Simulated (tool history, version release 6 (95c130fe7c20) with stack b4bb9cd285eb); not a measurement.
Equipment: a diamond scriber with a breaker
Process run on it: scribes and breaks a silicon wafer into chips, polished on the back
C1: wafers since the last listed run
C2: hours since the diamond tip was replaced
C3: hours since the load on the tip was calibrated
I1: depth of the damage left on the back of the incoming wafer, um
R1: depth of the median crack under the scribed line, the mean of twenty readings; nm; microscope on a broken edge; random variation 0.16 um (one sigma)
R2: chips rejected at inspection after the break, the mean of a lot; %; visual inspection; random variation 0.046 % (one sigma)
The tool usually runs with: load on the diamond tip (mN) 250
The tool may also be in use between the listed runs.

run 1 hour=0.0 | load_on_the_diamond_tip_(mN)=250 | C1=0 C2=357.3 C3=244.4 | I1=0.01 | R1=7780 R2=5.13
run 2 hour=44.4 | load_on_the_diamond_tip_(mN)=227 | C1=54 C2=401.7 C3=288.8 | I1=0.04 | R1=6920 R2=9.28
run 3 hour=109.1 | load_on_the_diamond_tip_(mN)=250 | C1=80 C2=466.4 C3=353.5 | I1=0.02 | R1=7450 R2=5.92
-- hour=124.7 diamond tip replaced by a new one
run 4 hour=160.9 | load_on_the_diamond_tip_(mN)=250 | C1=61 C2=36.2 C3=405.3 | I1=0.04 | R1=8860 R2=1.36
run 5 hour=222.9 | load_on_the_diamond_tip_(mN)=250 | C1=76 C2=98.2 C3=467.3 | I1=0.02 | R1=8300 R2=2.59
run 6 hour=255.9 | load_on_the_diamond_tip_(mN)=250 | C1=40 C2=131.2 C3=500.3 | I1=0.03 | R1=7820 R2=3.68
run 7 hour=295.5 | load_on_the_diamond_tip_(mN)=250 | C1=49 C2=170.8 C3=539.9 | I1=0.04 | R1=7820 R2=4.94
run 8 hour=339.7 | load_on_the_diamond_tip_(mN)=250 | C1=54 C2=215.0 C3=584.1 | I1=0.02 | R1=7450 R2=6.36
-- hour=533.2 load on the tip recalibrated
run 9 hour=555.1 | load_on_the_diamond_tip_(mN)=250 | C1=264 C2=430.4 C3=21.9 | I1=0.02 | R1=7590 R2=6.24
-- hour=573.4 diamond tip replaced by a new one
run 10 hour=624.5 | load_on_the_diamond_tip_(mN)=250 | C1=83 C2=51.1 C3=91.3 | I1=0.05 | R1=8700 R2=1.45
run 11 hour=649.7 | load_on_the_diamond_tip_(mN)=204 | C1=31 C2=76.3 C3=116.5 | I1=0.01 | R1=7240 R2=7.16
run 12 hour=686.5 | load_on_the_diamond_tip_(mN)=228 | C1=45 C2=113.1 C3=153.3 | I1=0.03 | R1=7630 R2=5.03
run 13 hour=738.8 | load_on_the_diamond_tip_(mN)=250 | C1=64 C2=165.4 C3=205.6 | I1=0.03 | R1=7950 R2=3.66
run 14 hour=881.2 | load_on_the_diamond_tip_(mN)=295 | C1=176 C2=307.8 C3=348.0 | I1=0.05 | R1=8560 R2=1.76
run 15 hour=932.5 | load_on_the_diamond_tip_(mN)=186 | C1=63 C2=359.1 C3=399.3 | I1=0.03 | R1=5990 R2=22.86
-- hour=970.5 diamond tip replaced by a new one
run 16 hour=983.3 | load_on_the_diamond_tip_(mN)=250 | C1=60 C2=12.8 C3=450.1 | I1=0.02 | R1=8640 R2=1.74
run 17 hour=1010.8 | load_on_the_diamond_tip_(mN)=196 | C1=34 C2=40.3 C3=477.6 | I1=0.03 | R1=6920 R2=11.38
run 18 hour=1038.9 | load_on_the_diamond_tip_(mN)=295 | C1=34 C2=68.4 C3=505.7 | I1=0.05 | R1=9240 R2=1.03
run 19 hour=1069.3 | load_on_the_diamond_tip_(mN)=276 | C1=37 C2=98.8 C3=536.1 | I1=0.04 | R1=8170 R2=2.61

Hidden state or all else? Some run-to-run changes of R1, split into what the settings, what came in and random variation would give without the hidden state, and what is left for the hidden state (with any gauge scatter that isn't in both results):
Hidden conditions of the tool in this case: share of the diamond tip's cutting effectiveness lost through wear, %; deviation of the load on the tip from its setpoint, %.
Run 3 -> 4: diamond tip replaced by a new one. R1 +1410 nm: hidden state +1250, all else +160.
Run 15 -> 16: load on the diamond tip (mN) 186 -> 250, diamond tip replaced by a new one. R1 +2650 nm: hidden state +740, all else +1910.

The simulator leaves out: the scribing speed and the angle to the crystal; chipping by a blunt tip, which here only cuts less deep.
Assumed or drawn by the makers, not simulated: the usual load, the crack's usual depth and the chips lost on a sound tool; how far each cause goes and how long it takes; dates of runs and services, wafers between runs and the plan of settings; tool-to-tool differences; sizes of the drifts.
